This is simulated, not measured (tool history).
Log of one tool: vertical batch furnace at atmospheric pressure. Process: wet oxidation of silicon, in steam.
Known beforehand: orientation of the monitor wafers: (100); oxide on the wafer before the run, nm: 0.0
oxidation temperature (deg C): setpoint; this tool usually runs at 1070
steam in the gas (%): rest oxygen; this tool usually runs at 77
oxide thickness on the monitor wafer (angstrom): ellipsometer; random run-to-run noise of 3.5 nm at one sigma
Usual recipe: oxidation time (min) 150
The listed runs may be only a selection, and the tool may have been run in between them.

| run | hour | oxidation temperature (deg C) | oxidation time (min) | steam in the gas (%) | wafers since the last listed run | hours since the last temperature calibration | hours since the steam generator was serviced | hours since the gauge calibration | read-back reference wafer on the same gauge, thickness | oxide thickness on the monitor wafer (angstrom) |
|---|---|---|---|---|---|---|---|---|---|---|
| 1 | 0 | 1070 | 125.5 | 77 | 0 | 2341.5 | 1709.8 | 1045.2 | 797.12 | 8221 |
| 2 | 69.4 | 1070 | 125.5 | 77 | 620 | 2410.9 | 1779.2 | 1114.6 | 796.76 | 8163.6 |
| 3 | 132 | 1070 | 150 | 77 | 559 | 2473.5 | 1841.8 | 1177.2 | 796.59 | 8999.4 |
| 4 | 168.2 | 1070 | 150 | 77 | 323 | 2509.7 | 1878 | 1213.4 | 797.47 | 9030.5 |
| 5 | 238.9 | 1070 | 150 | 77 | 632 | 2580.4 | 1948.7 | 1284.1 | 796.5 | 8967.4 |
| 6 | 264.9 | 1059 | 150 | 80 | 232 | 2606.4 | 1974.7 | 1310.1 | 797.1 | 8756 |
| 7 | 295.1 | 1070 | 150 | 77 | 270 | 2636.6 | 2004.9 | 1340.3 | 796.87 | 8918.4 |
| 8 | 320.4 | 1070 | 150 | 77 | 226 | 2661.9 | 2030.2 | 1365.6 | 796.84 | 8964.6 |
| 9 | 385.5 | 1070 | 150 | 77 | 582 | 2727 | 2095.3 | 1430.7 | 796.98 | 8958.9 |
| 10 | 416.4 | 1070 | 178 | 77 | 276 | 2757.9 | 2126.2 | 1461.6 | 796.82 | 9828.6 |
| 11 | 476.8 | 1070 | 178 | 77 | 540 | 2818.3 | 2186.6 | 1522 | 797.51 | 9872.9 |
|  | 520.4 | steam generator serviced |
| 12 | 520.9 | 1061 | 135 | 77 | 179 | 2862.4 | 0.5 | 1566.1 | 797.15 | 8516.9 |
| 13 | 547 | 1061 | 135 | 77 | 233 | 2888.5 | 26.6 | 1592.2 | 796.48 | 8501.5 |
| 14 | 579.5 | 1070 | 150 | 77 | 290 | 2921 | 59.1 | 1624.7 | 796.96 | 9327.6 |
|  | 639.2 | thermocouples replaced and temperature profile calibrated |
| 15 | 647.7 | 1070 | 94 | 68 | 395 | 8.5 | 127.3 | 1692.9 | 796.95 | 6627.3 |
| 16 | 694.6 | 1076 | 150 | 80 | 419 | 55.4 | 174.2 | 1739.8 | 796.75 | 9746.1 |
| 17 | 759 | 1076 | 150 | 80 | 575 | 119.8 | 238.6 | 1804.2 | 797.05 | 9692.9 |
| 18 | 889.3 | 1070 | 207.5 | 81 | 1165 | 250.1 | 368.9 | 1934.5 | 797.4 | 11498 |
| 19 | 922.9 | 1062 | 93.5 | 82 | 300 | 283.7 | 402.5 | 1968.1 | 796.82 | 7093.2 |
| 20 | 949.2 | 1070 | 150 | 77 | 235 | 310 | 428.8 | 1994.4 | 797.41 | 9255.9 |
| 21 | 994.6 | 1070 | 150 | 77 | 406 | 355.4 | 474.2 | 2039.8 | 797.08 | 9284.9 |
| 22 | 1020.4 | 1070 | 178 | 77 | 230 | 381.2 | 500 | 2065.6 | 796.69 | 10195.2 |
| 23 | 1170.3 | 1070 | 191 | 87 | 1340 | 531.1 | 649.9 | 2215.5 | 797.6 | 11229.8 |
| 24 | 1218 | 1059 | 189.5 | 81 | 426 | 578.8 | 697.6 | 2263.2 | 797.22 | 10351.3 |
| 25 | 1269.7 | 1070 | 150 | 72 | 462 | 630.5 | 749.3 | 2314.9 | 796.98 | 8858.2 |
|  | 1323 | gauge calibrated |
| 26 | 1326.7 | 1082 | 130 | 85 | 509 | 687.5 | 806.3 | 3.7 | 796.37 | 9429.3 |
| 27 | 1361.6 | 1083 | 186 | 68 | 312 | 722.4 | 841.2 | 38.6 | 797.44 | 10223.2 |
| 28 | 1423.8 | 1049 | 202.5 | 71 | 556 | 784.6 | 903.4 | 100.8 | 796.77 | 9561.9 |
| 29 | 1487.6 | 1083 | 150 | 77 | 570 | 848.4 | 967.2 | 164.6 | 796.94 | 9667.4 |
| 30 | 1518.6 | 1090 | 150 | 72 | 277 | 879.4 | 998.2 | 195.6 | 796.76 | 9524.2 |
| 31 | 1589.2 | 1046 | 92 | 68 | 631 | 950 | 1068.8 | 266.2 | 796.49 | 5721.3 |
| 32 | 1657.6 | 1070 | 150 | 77 | 611 | 1018.4 | 1137.2 | 334.6 | 797.02 | 9154 |
| 33 | 1698.5 | 1055 | 109 | 86 | 365 | 1059.3 | 1178.1 | 375.5 | 796.88 | 7592.3 |
| 34 | 1738.8 | 1070 | 150 | 77 | 360 | 1099.6 | 1218.4 | 415.8 | 797.15 | 9081.3 |
| 35 | 1770.1 | 1060 | 197 | 69 | 279 | 1130.9 | 1249.7 | 447.1 | 796.83 | 9530.6 |
| 36 | 1808.2 | 1048 | 220 | 77 | 340 | 1169 | 1287.8 | 485.2 | 797.41 | 10361.7 |

What will run 37 give?
| 37 | 1872.6 | 1093 | 150 | 84 | 575 | 1233.4 | 1352.2 | 549.6 | ? | ? |

read-back reference wafer on the same gauge, thickness: 797.58
oxide thickness on the monitor wafer (angstrom): 10408.1
Without the tool's hidden state the same run would have given oxide thickness on the monitor wafer (angstrom) 10679.1.
